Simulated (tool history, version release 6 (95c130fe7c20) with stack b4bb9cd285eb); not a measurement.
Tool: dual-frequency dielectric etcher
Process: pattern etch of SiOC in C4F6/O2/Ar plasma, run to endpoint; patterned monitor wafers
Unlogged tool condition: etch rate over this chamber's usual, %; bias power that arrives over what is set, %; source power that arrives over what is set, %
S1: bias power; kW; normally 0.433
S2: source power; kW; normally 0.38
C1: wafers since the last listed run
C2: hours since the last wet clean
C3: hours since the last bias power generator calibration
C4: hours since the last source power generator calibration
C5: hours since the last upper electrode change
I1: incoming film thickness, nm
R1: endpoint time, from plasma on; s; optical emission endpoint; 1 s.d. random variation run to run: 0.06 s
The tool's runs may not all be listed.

{"run": 1, "day": 0.0, "S1": 0.433, "S2": 0.38, "C1": 0, "C2": 450.3, "C3": 3458.7, "C4": 2429.9, "C5": 3501.1, "I1": 40.96, "R1": 15.2}
{"run": 2, "day": 3.121, "S1": 0.433, "S2": 0.32, "C1": 1693, "C2": 525.2, "C3": 3533.6, "C4": 2504.8, "C5": 3576, "I1": 40.7, "R1": 15.9}
{"run": 3, "day": 5.158, "S1": 0.433, "S2": 0.32, "C1": 1105, "C2": 574.1, "C3": 3582.5, "C4": 2553.7, "C5": 3624.9, "I1": 40.45, "R1": 15.9}
{"day": 6.688, "done": "wet clean of the chamber"}
{"run": 4, "day": 7.958, "S1": 0.433, "S2": 0.32, "C1": 976, "C2": 30.5, "C3": 3649.7, "C4": 2620.9, "C5": 3692.1, "I1": 40.85, "R1": 16.3}
{"run": 5, "day": 10.433, "S1": 0.433, "S2": 0.36, "C1": 1342, "C2": 89.9, "C3": 3709.1, "C4": 2680.3, "C5": 3751.5, "I1": 40.5, "R1": 15.5}
{"run": 6, "day": 13.767, "S1": 0.433, "S2": 0.43, "C1": 1808, "C2": 169.9, "C3": 3789.1, "C4": 2760.3, "C5": 3831.5, "I1": 40.52, "R1": 14.7}
{"run": 7, "day": 15.7, "S1": 0.433, "S2": 0.43, "C1": 1048, "C2": 216.3, "C3": 3835.5, "C4": 2806.7, "C5": 3877.9, "I1": 40.91, "R1": 14.9}
{"run": 8, "day": 17.75, "S1": 0.433, "S2": 0.43, "C1": 1112, "C2": 265.5, "C3": 3884.7, "C4": 2855.9, "C5": 3927.1, "I1": 40.84, "R1": 14.8}
{"run": 9, "day": 20.004, "S1": 0.433, "S2": 0.34, "C1": 1222, "C2": 319.6, "C3": 3938.8, "C4": 2910, "C5": 3981.2, "I1": 40.96, "R1": 15.8}
{"run": 10, "day": 22.396, "S1": 0.433, "S2": 0.38, "C1": 1297, "C2": 377, "C3": 3996.2, "C4": 2967.4, "C5": 4038.6, "I1": 40.97, "R1": 15.3}
{"run": 11, "day": 24.096, "S1": 0.391, "S2": 0.45, "C1": 922, "C2": 417.8, "C3": 4037, "C4": 3008.2, "C5": 4079.4, "I1": 40.46, "R1": 14.7}
{"run": 12, "day": 26.408, "S1": 0.433, "S2": 0.38, "C1": 1254, "C2": 473.3, "C3": 4092.5, "C4": 3063.7, "C5": 4134.9, "I1": 40.65, "R1": 15.2}
{"run": 13, "day": 29.654, "S1": 0.392, "S2": 0.31, "C1": 1760, "C2": 551.2, "C3": 4170.4, "C4": 3141.6, "C5": 4212.8, "I1": 41.2, "R1": 16.6}
{"run": 14, "day": 32.021, "S1": 0.375, "S2": 0.29, "C1": 1283, "C2": 608, "C3": 4227.2, "C4": 3198.4, "C5": 4269.6, "I1": 40.69, "R1": 17}
{"day": 33.667, "done": "wet clean of the chamber"}
{"run": 15, "day": 34.075, "S1": 0.351, "S2": 0.45, "C1": 571, "C2": 9.8, "C3": 4276.5, "C4": 3247.7, "C5": 4318.9, "I1": 40.72, "R1": 15.4}
{"run": 16, "day": 36.217, "S1": 0.433, "S2": 0.38, "C1": 1161, "C2": 61.2, "C3": 4327.9, "C4": 3299.1, "C5": 4370.3, "I1": 40.96, "R1": 15.5}
{"day": 38.767, "done": "upper electrode replaced"}
{"run": 17, "day": 39.079, "S1": 0.344, "S2": 0.38, "C1": 1010, "C2": 129.9, "C3": 4396.6, "C4": 3367.8, "C5": 7.5, "I1": 40.86, "R1": 16.3}
{"run": 18, "day": 41.054, "S1": 0.461, "S2": 0.38, "C1": 1071, "C2": 177.3, "C3": 4444, "C4": 3415.2, "C5": 54.9, "I1": 40.43, "R1": 15.1}
{"run": 19, "day": 43.288, "S1": 0.483, "S2": 0.44, "C1": 1211, "C2": 230.9, "C3": 4497.6, "C4": 3468.8, "C5": 108.5, "I1": 40.66, "R1": 14.2}
{"run": 20, "day": 46.833, "S1": 0.479, "S2": 0.44, "C1": 1923, "C2": 316, "C3": 4582.7, "C4": 3553.9, "C5": 193.6, "I1": 40.56, "R1": 14.1}
{"run": 21, "day": 50.458, "S1": 0.433, "S2": 0.38, "C1": 1966, "C2": 403, "C3": 4669.7, "C4": 3640.9, "C5": 280.6, "I1": 40.76, "R1": 15.2}
{"day": 52.671, "done": "source power generator calibrated"}
{"run": 22, "day": 54.829, "S1": 0.352, "S2": 0.34, "C1": 2280, "C2": 507.9, "C3": 4774.6, "C4": 51.8, "C5": 385.5, "I1": 41.47, "R1": 16.9}
{"day": 55.9, "done": "wet clean of the chamber"}
{"run": 23, "day": 57.283, "S1": 0.372, "S2": 0.47, "C1": 788, "C2": 33.2, "C3": 4833.5, "C4": 110.7, "C5": 444.4, "I1": 40.95, "R1": 15.2}
{"run": 24, "day": 60.179, "S1": 0.366, "S2": 0.38, "C1": 1571, "C2": 102.7, "C3": 4903, "C4": 180.2, "C5": 513.9, "I1": 40.76, "R1": 16.1}
{"day": 61.2, "done": "bias power generator calibrated"}
{"run": 25, "day": 62.05, "S1": 0.433, "S2": 0.38, "C1": 924, "C2": 147.6, "C3": 20.4, "C4": 225.1, "C5": 558.8, "I1": 41.2, "R1": 15.8}
{"run": 26, "day": 72.446, "S1": 0.433, "S2": 0.38, "C1": 5639, "C2": 397.1, "C3": 269.9, "C4": 474.6, "C5": 808.3, "I1": 40.88, "R1": 15.4}
{"run": 27, "day": 74.15, "S1": 0.433, "S2": 0.38, "C1": 924, "C2": 438, "C3": 310.8, "C4": 515.5, "C5": 849.2, "I1": 40.76, "R1": 15.2}
{"day": 78.471, "done": "wet clean of the chamber"}
{"run": 28, "day": 78.492, "S1": 0.433, "S2": 0.38, "C1": 1812, "C2": 0.5, "C3": 415, "C4": 619.7, "C5": 953.4, "I1": 40.8, "R1": 15.5}
{"run": 29, "day": 79.933, "S1": 0.513, "S2": 0.29, "C1": 782, "C2": 35.1, "C3": 449.6, "C4": 654.3, "C5": 988, "I1": 40.78, "R1": 16}
{"run": 30, "day": 81.821, "S1": 0.374, "S2": 0.45, "C1": 1024, "C2": 80.4, "C3": 494.9, "C4": 699.6, "C5": 1033.3, "I1": 40.97, "R1": 15.4}
{"run": 31, "day": 83.546, "S1": 0.433, "S2": 0.38, "C1": 935, "C2": 121.8, "C3": 536.3, "C4": 741, "C5": 1074.7, "I1": 41.68, "R1": 15.8}
{"run": 32, "day": 85.825, "S1": 0.381, "S2": 0.41, "C1": 1236, "C2": 176.5, "C3": 591, "C4": 795.7, "C5": 1129.4, "I1": 40.89, "R1": 15.6}
{"run": 33, "day": 89.792, "S1": 0.503, "S2": 0.45, "C1": 2151, "C2": 271.7, "C3": 686.2, "C4": 890.9, "C5": 1224.6, "I1": 40.74, "R1": 14.1}
{"run": 34, "day": 92.154, "S1": 0.433, "S2": 0.38, "C1": 1281, "C2": 328.4, "C3": 742.9, "C4": 947.6, "C5": 1281.3, "I1": 41.19, "R1": 15.6}

5 options for the next run, each taken on its own from the tool as it stands now. Forecast them:
{"run": "A", "day": 92.171, "S1": 0.527, "S2": 0.38, "C1": 9, "C2": 328.8, "C3": 743.3, "C4": 948, "C5": 1281.7, "I1": 40.52, "R1": "?"}
{"run": "B", "day": 92.171, "S1": 0.503, "S2": 0.38, "C1": 9, "C2": 328.8, "C3": 743.3, "C4": 948, "C5": 1281.7, "I1": 40.52, "R1": "?"}
{"run": "C", "day": 92.171, "S1": 0.33, "S2": 0.38, "C1": 9, "C2": 328.8, "C3": 743.3, "C4": 948, "C5": 1281.7, "I1": 40.52, "R1": "?"}
{"run": "D", "day": 92.171, "S1": 0.387, "S2": 0.38, "C1": 9, "C2": 328.8, "C3": 743.3, "C4": 948, "C5": 1281.7, "I1": 40.52, "R1": "?"}
{"run": "E", "day": 92.171, "S1": 0.388, "S2": 0.38, "C1": 9, "C2": 328.8, "C3": 743.3, "C4": 948, "C5": 1281.7, "I1": 40.52, "R1": "?"}

run=A R1=14.5
run=B R1=14.7
run=C R1=16.3
run=D R1=15.7
run=E R1=15.7
With the hidden condition removed and each run's random variation left untouched, the same runs would have given:
run=A R1=14.7
run=B R1=14.9
run=C R1=16.5
run=D R1=15.9
run=E R1=15.9

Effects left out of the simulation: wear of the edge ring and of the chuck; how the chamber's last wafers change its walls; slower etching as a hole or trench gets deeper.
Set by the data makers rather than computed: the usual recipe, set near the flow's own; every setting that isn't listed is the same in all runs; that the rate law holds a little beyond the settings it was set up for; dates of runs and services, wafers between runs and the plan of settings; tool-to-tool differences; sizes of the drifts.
